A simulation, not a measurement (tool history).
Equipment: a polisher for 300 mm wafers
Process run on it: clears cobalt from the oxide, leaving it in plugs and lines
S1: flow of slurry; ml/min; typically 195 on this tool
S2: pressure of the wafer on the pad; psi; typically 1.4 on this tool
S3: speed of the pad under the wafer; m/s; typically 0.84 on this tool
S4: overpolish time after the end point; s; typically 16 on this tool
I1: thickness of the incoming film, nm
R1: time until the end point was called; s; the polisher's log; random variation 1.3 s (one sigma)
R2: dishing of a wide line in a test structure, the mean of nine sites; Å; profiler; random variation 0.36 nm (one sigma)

run 1 day=0.000 | S1=175 S2=1.4 S3=0.84 S4=16 | I1=200.7 | R1=79.6 R2=228
-- day=0.229 head pressure recalibrated
run 2 day=1.200 | S1=195 S2=1.4 S3=0.72 S4=16 | I1=197.1 | R1=92.2 R2=211
run 3 day=2.329 | S1=195 S2=1.4 S3=0.84 S4=16 | I1=199.0 | R1=79.9 R2=229
-- day=4.304 worn pad replaced by a new one
run 4 day=4.550 | S1=195 S2=1.7 S3=0.76 S4=16 | I1=199.4 | R1=70.8 R2=240
run 5 day=6.921 | S1=195 S2=1.7 S3=0.76 S4=16 | I1=200.8 | R1=73.9 R2=239
run 6 day=13.204 | S1=195 S2=1.4 S3=0.84 S4=16 | I1=203.2 | R1=78.1 R2=229
-- day=13.617 worn pad replaced by a new one
-- day=14.246 head pressure recalibrated
run 7 day=14.542 | S1=195 S2=1.4 S3=0.84 S4=16 | I1=197.3 | R1=80.2 R2=235
run 8 day=23.342 | S1=195 S2=1.4 S3=0.96 S4=16 | I1=201.1 | R1=70.8 R2=243
-- day=23.871 worn pad replaced by a new one
run 9 day=24.662 | S1=195 S2=1.4 S3=0.96 S4=16 | I1=198.2 | R1=66.4 R2=242
run 10 day=26.188 | S1=195 S2=1.4 S3=0.84 S4=16 | I1=202.6 | R1=81.3 R2=222
run 11 day=27.825 | S1=255 S2=1.4 S3=0.84 S4=12 | I1=196.3 | R1=76.2 R2=205
-- day=27.971 head pressure recalibrated
-- day=28.704 slurry nozzle cleaned
run 12 day=29.425 | S1=260 S2=1.0 S3=0.74 S4=22 | I1=199.4 | R1=119.8 R2=213
run 13 day=31.954 | S1=160 S2=1.7 S3=0.84 S4=13 | I1=201.0 | R1=66.5 R2=223
-- day=32.296 worn pad replaced by a new one
run 14 day=33.812 | S1=220 S2=1.6 S3=0.68 S4=20 | I1=200.4 | R1=85.3 R2=251
run 15 day=35.471 | S1=195 S2=1.4 S3=0.84 S4=16 | I1=200.8 | R1=81.1 R2=227
run 16 day=36.729 | S1=170 S2=1.7 S3=0.60 S4=26 | I1=197.3 | R1=89.7 R2=255
run 17 day=39.662 | S1=195 S2=1.4 S3=0.84 S4=9 | I1=198.5 | R1=76.6 R2=166
-- day=42.225 worn pad replaced by a new one
run 18 day=42.246 | S1=195 S2=1.4 S3=0.60 S4=25 | I1=198.2 | R1=109.8 R2=244
-- day=43.400 head pressure recalibrated
run 19 day=43.738 | S1=195 S2=1.1 S3=0.84 S4=16 | I1=200.7 | R1=104.1 R2=201
run 20 day=46.571 | S1=195 S2=1.4 S3=0.84 S4=16 | I1=201.8 | R1=81.2 R2=226
run 21 day=48.304 | S1=195 S2=1.4 S3=0.84 S4=16 | I1=198.9 | R1=79.0 R2=231

Alternative continuations, all from the tool just after run 21; predict every row:
run A day=48.325 | S1=250 S2=1.4 S3=0.84 S4=16 | I1=198.4 | R1=? R2=?
run B day=48.325 | S1=165 S2=1.7 S3=0.62 S4=25 | I1=198.4 | R1=? R2=?
run C day=48.325 | S1=195 S2=1.2 S3=0.84 S4=25 | I1=198.4 | R1=? R2=?
run D day=48.325 | S1=140 S2=1.4 S3=0.84 S4=21 | I1=198.4 | R1=? R2=?

run=A R1=78.3 R2=226
run=B R1=90.7 R2=256
run=C R1=93.4 R2=253
run=D R1=82.6 R2=248
With no hidden state in the tool, these same runs would have given:
run=A R1=78.3 R2=226
run=B R1=90.7 R2=256
run=C R1=93.4 R2=253
run=D R1=82.6 R2=248
